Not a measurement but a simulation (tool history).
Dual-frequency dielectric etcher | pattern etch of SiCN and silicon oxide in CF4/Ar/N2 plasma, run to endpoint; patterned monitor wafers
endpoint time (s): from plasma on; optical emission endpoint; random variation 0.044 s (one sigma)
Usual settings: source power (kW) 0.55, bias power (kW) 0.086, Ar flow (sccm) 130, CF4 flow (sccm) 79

run	hour	source power (kW)	bias power (kW)	Ar flow (sccm)	CF4 flow (sccm)	incoming incoming film thickness, nm	endpoint time (s)
1	0	0.55	0.086	130	79	12.91	13.2
2	51.7	0.55	0.086	130	79	12.88	13.1
3	89.9	0.55	0.086	130	79	13.01	13.3
4	121.6	0.55	0.086	130	91	12.89	12.9
5	193.1	0.55	0.086	130	91	12.9	12.9
6	238.8	0.55	0.086	130	93	12.99	12.9
# hour 259.7: Ar flow controller replaced
# hour 282.5: bias power generator calibrated
7	298.5	0.55	0.086	130	93	12.78	12.7
# hour 344.8: source power generator calibrated
8	353.6	0.62	0.086	130	79	12.85	12
9	391.9	0.67	0.072	159	64	12.92	12.8
# hour 456.4: wet clean of the chamber
10	456.9	0.42	0.086	108	79	12.94	15.3
# hour 497.3: CF4 flow controller replaced
11	504.3	0.44	0.086	130	79	12.96	15.4
# hour 561.1: upper electrode replaced
12	561.6	0.55	0.086	149	79	12.88	13.4
13	584.5	0.62	0.086	130	79	12.87	12
14	621.2	0.46	0.086	130	87	12.94	14.8
15	670.7	0.62	0.086	130	79	12.88	12
16	707.7	0.55	0.086	130	91	12.73	12.8

5 ways to go on from here, each from the tool as it stands after run 16. What would each give?
A	708.1	0.55	0.086	130	79	12.97	?
B	708.1	0.55	0.086	103	65	12.97	?
C	708.1	0.44	0.101	151	86	12.97	?
D	708.1	0.55	0.08	130	68	12.97	?
E	708.1	0.55	0.072	152	69	12.97	?

run	endpoint time (s)
A	13.2
B	13
C	15.1
D	13.7
E	14.5
Without the tool's hidden state the same runs would have given:
run	endpoint time (s)
A	13.2
B	13
C	15.1
D	13.7
E	14.5

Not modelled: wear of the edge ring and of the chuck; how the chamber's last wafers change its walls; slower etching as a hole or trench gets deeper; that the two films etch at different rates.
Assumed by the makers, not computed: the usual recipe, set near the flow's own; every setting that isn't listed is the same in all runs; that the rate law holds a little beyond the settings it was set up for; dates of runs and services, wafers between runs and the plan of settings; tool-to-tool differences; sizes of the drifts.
